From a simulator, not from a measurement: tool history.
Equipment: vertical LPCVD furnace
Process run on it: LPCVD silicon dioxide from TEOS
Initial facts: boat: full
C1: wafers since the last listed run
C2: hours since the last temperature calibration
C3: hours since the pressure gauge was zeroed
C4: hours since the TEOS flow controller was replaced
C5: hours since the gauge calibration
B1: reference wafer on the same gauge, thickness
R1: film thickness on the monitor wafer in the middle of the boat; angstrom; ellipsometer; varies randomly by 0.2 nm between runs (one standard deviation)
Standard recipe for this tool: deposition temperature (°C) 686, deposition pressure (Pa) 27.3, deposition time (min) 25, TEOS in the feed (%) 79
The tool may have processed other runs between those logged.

{"run": 1, "hour": 0.0, "deposition temperature (°C)": 686, "deposition pressure (Pa)": 27.3, "deposition time (min)": 25, "TEOS in the feed (%)": 67, "C1": 0, "C2": 2592.5, "C3": 3330.8, "C4": 5526.2, "C5": 168.8, "B1": 119.97, "R1": 1340.8}
{"run": 2, "hour": 10.4, "deposition temperature (°C)": 686, "deposition pressure (Pa)": 27.3, "deposition time (min)": 25, "TEOS in the feed (%)": 79, "C1": 124, "C2": 2602.9, "C3": 3341.2, "C4": 5536.6, "C5": 179.2, "B1": 120, "R1": 1455.7}
{"run": 3, "hour": 18.1, "deposition temperature (°C)": 686, "deposition pressure (Pa)": 27.3, "deposition time (min)": 25, "TEOS in the feed (%)": 79, "C1": 92, "C2": 2610.6, "C3": 3348.9, "C4": 5544.3, "C5": 186.9, "B1": 119.99, "R1": 1453.7}
{"run": 4, "hour": 30.6, "deposition temperature (°C)": 686, "deposition pressure (Pa)": 27.3, "deposition time (min)": 25, "TEOS in the feed (%)": 79, "C1": 150, "C2": 2623.1, "C3": 3361.4, "C4": 5556.8, "C5": 199.4, "B1": 119.95, "R1": 1456.8}
{"hour": 64.1, "done": "TEOS flow controller replaced"}
{"run": 5, "hour": 64.6, "deposition temperature (°C)": 686, "deposition pressure (Pa)": 27.3, "deposition time (min)": 25, "TEOS in the feed (%)": 79, "C1": 120, "C2": 2657.1, "C3": 3395.4, "C4": 0.5, "C5": 233.4, "B1": 120, "R1": 1455.4}
{"run": 6, "hour": 68.8, "deposition temperature (°C)": 679, "deposition pressure (Pa)": 27.3, "deposition time (min)": 25, "TEOS in the feed (%)": 79, "C1": 36, "C2": 2661.3, "C3": 3399.6, "C4": 4.7, "C5": 237.6, "B1": 119.93, "R1": 1231}
{"run": 7, "hour": 73.0, "deposition temperature (°C)": 686, "deposition pressure (Pa)": 27.3, "deposition time (min)": 25, "TEOS in the feed (%)": 79, "C1": 0, "C2": 2665.5, "C3": 3403.8, "C4": 8.9, "C5": 241.8, "B1": 120, "R1": 1455.4}
{"hour": 81.3, "done": "gauge calibrated"}
{"hour": 91.7, "done": "thermocouples replaced and temperature profile calibrated"}
{"run": 8, "hour": 92.2, "deposition temperature (°C)": 686, "deposition pressure (Pa)": 27.3, "deposition time (min)": 25, "TEOS in the feed (%)": 79, "C1": 6, "C2": 0.5, "C3": 3423, "C4": 28.1, "C5": 10.9, "B1": 120.05, "R1": 1336.5}
{"run": 9, "hour": 96.4, "deposition temperature (°C)": 686, "deposition pressure (Pa)": 27.3, "deposition time (min)": 20.5, "TEOS in the feed (%)": 79, "C1": 50, "C2": 4.7, "C3": 3427.2, "C4": 32.3, "C5": 15.1, "B1": 119.99, "R1": 1098.1}
{"run": 10, "hour": 100.6, "deposition temperature (°C)": 691, "deposition pressure (Pa)": 30, "deposition time (min)": 33.5, "TEOS in the feed (%)": 79, "C1": 50, "C2": 8.9, "C3": 3431.4, "C4": 36.5, "C5": 19.3, "B1": 119.99, "R1": 2116.6}

Estimate the outcome of run 11 from the log above:
{"run": 11, "hour": 107.8, "deposition temperature (°C)": 676, "deposition pressure (Pa)": 25.3, "deposition time (min)": 25, "TEOS in the feed (%)": 79, "C1": 86, "C2": 16.1, "C3": 3438.6, "C4": 43.7, "C5": 26.5, "B1": "?", "R1": "?"}

{"run 11": {"B1": 120.01, "R1": 1011.7}}
The same run, on a tool lacking any hidden state, would have yielded R1 996 angstrom.

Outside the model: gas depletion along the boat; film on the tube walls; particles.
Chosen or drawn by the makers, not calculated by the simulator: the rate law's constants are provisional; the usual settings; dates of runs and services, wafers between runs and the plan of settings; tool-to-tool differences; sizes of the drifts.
